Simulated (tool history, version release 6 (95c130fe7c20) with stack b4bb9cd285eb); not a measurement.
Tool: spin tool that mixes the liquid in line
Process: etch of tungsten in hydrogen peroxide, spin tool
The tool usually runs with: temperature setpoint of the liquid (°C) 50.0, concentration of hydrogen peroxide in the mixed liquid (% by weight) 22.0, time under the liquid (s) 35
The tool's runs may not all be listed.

| run | hour | temperature setpoint of the liquid (°C) | concentration of hydrogen peroxide in the mixed liquid (% by weight) | time under the liquid (s) | wafers since the last listed run | hours since the thermometer was replaced | hours since the peroxide flow meter was replaced | hours since the heated supply line was repaired | hours since the drum of peroxide was connected | hours since the gauge calibration | read-back film thickness of the tungsten reference wafer, read on the same gauge (nm) | thickness taken off the tungsten on a monitor wafer (angstrom) |
|---|---|---|---|---|---|---|---|---|---|---|---|---|
| 1 | 0.0 | 50.0 | 22.0 | 35 | 0 | 1773.9 | 1449.7 | 3278.1 | 575.1 | 535.8 | 140.02 | 521.2 |
| 2 | 21.5 | 50.0 | 22.0 | 35 | 232 | 1795.4 | 1471.2 | 3299.6 | 596.6 | 557.3 | 140.03 | 525.6 |
| 3 | 92.0 | 44.0 | 22.0 | 35 | 763 | 1865.9 | 1541.7 | 3370.1 | 667.1 | 627.8 | 139.98 | 358.7 |
| 4 | 114.6 | 44.0 | 22.0 | 35 | 244 | 1888.5 | 1564.3 | 3392.7 | 689.7 | 650.4 | 139.98 | 357.8 |
| 5 | 145.6 | 44.0 | 22.0 | 35 | 335 | 1919.5 | 1595.3 | 3423.7 | 720.7 | 681.4 | 140.00 | 357.6 |
| 6 | 178.0 | 50.0 | 22.0 | 35 | 350 | 1951.9 | 1627.7 | 3456.1 | 753.1 | 713.8 | 139.99 | 516.7 |
|  | 196.5 | thermometer replaced |
| 7 | 210.4 | 50.0 | 22.0 | 35 | 340 | 13.9 | 1660.1 | 3488.5 | 785.5 | 746.2 | 140.02 | 522.3 |
| 8 | 244.3 | 50.0 | 22.0 | 35 | 367 | 47.8 | 1694.0 | 3522.4 | 819.4 | 780.1 | 140.03 | 519.4 |
| 9 | 272.6 | 50.0 | 22.0 | 35 | 306 | 76.1 | 1722.3 | 3550.7 | 847.7 | 808.4 | 140.01 | 517.5 |
| 10 | 299.4 | 50.0 | 22.0 | 35 | 290 | 102.9 | 1749.1 | 3577.5 | 874.5 | 835.2 | 140.00 | 515.7 |
| 11 | 311.6 | 45.0 | 22.0 | 35 | 132 | 115.1 | 1761.3 | 3589.7 | 886.7 | 847.4 | 140.02 | 378.9 |
| 12 | 338.0 | 50.0 | 24.5 | 25 | 285 | 141.5 | 1787.7 | 3616.1 | 913.1 | 873.8 | 140.01 | 389.6 |
| 13 | 372.8 | 50.0 | 22.0 | 45 | 376 | 176.3 | 1822.5 | 3650.9 | 947.9 | 908.6 | 139.98 | 664.7 |
|  | 379.4 | new drum of peroxide connected |
| 14 | 397.4 | 57.0 | 17.5 | 45 | 255 | 200.9 | 1847.1 | 3675.5 | 18.0 | 933.2 | 140.00 | 918.6 |
| 15 | 424.3 | 44.5 | 25.0 | 20 | 291 | 227.8 | 1874.0 | 3702.4 | 44.9 | 960.1 | 140.00 | 227.7 |
|  | 437.8 | heated supply line repaired |
| 16 | 443.2 | 57.5 | 22.0 | 35 | 193 | 246.7 | 1892.9 | 5.4 | 63.8 | 979.0 | 140.00 | 894.0 |
| 17 | 472.2 | 42.0 | 24.5 | 50 | 314 | 275.7 | 1921.9 | 34.4 | 92.8 | 1008.0 | 140.03 | 520.8 |
|  | 475.0 | peroxide flow meter replaced |
|  | 477.4 | gauge calibrated |
| 18 | 504.5 | 50.0 | 22.0 | 35 | 339 | 308.0 | 29.5 | 66.7 | 125.1 | 27.1 | 139.98 | 574.4 |
| 19 | 548.9 | 50.0 | 22.0 | 35 | 480 | 352.4 | 73.9 | 111.1 | 169.5 | 71.5 | 139.98 | 568.5 |
| 20 | 583.3 | 50.0 | 17.5 | 45 | 372 | 386.8 | 108.3 | 145.5 | 203.9 | 105.9 | 139.96 | 650.2 |
| 21 | 614.3 | 56.0 | 22.0 | 25 | 335 | 417.8 | 139.3 | 176.5 | 234.9 | 136.9 | 140.00 | 583.6 |
| 22 | 634.8 | 53.0 | 22.0 | 35 | 222 | 438.3 | 159.8 | 197.0 | 255.4 | 157.4 | 140.03 | 680.7 |
| 23 | 667.4 | 58.5 | 26.0 | 20 | 353 | 470.9 | 192.4 | 229.6 | 288.0 | 190.0 | 140.00 | 583.2 |
| 24 | 699.8 | 50.0 | 22.0 | 35 | 350 | 503.3 | 224.8 | 262.0 | 320.4 | 222.4 | 140.00 | 563.9 |
| 25 | 715.8 | 42.0 | 28.5 | 35 | 173 | 519.3 | 240.8 | 278.0 | 336.4 | 238.4 | 140.02 | 389.7 |
| 26 | 733.8 | 50.0 | 22.0 | 35 | 194 | 537.3 | 258.8 | 296.0 | 354.4 | 256.4 | 140.00 | 561.7 |
| 27 | 758.9 | 50.0 | 24.5 | 35 | 271 | 562.4 | 283.9 | 321.1 | 379.5 | 281.5 | 139.98 | 596.6 |

What if the next run were any one of these 3? Each begins from the tool's condition after run 27:
| A | 759.3 | 50.0 | 19.0 | 35 | 4 | 562.8 | 284.3 | 321.5 | 379.9 | 281.9 | ? | ? |
| B | 759.3 | 44.0 | 20.5 | 15 | 4 | 562.8 | 284.3 | 321.5 | 379.9 | 281.9 | ? | ? |
| C | 759.3 | 58.0 | 22.0 | 35 | 4 | 562.8 | 284.3 | 321.5 | 379.9 | 281.9 | ? | ? |

| run | read-back film thickness of the tungsten reference wafer, read on the same gauge (nm) | thickness taken off the tungsten on a monitor wafer (angstrom) |
|---|---|---|
| A | 140.00 | 526.3 |
| B | 140.00 | 161.2 |
| C | 140.00 | 912.9 |
Stripped of hidden state, with their random variation kept, the same runs would have yielded:
| run | thickness taken off the tungsten on a monitor wafer (angstrom) |
|---|---|
| A | 538.7 |
| B | 165.1 |
| C | 934.2 |

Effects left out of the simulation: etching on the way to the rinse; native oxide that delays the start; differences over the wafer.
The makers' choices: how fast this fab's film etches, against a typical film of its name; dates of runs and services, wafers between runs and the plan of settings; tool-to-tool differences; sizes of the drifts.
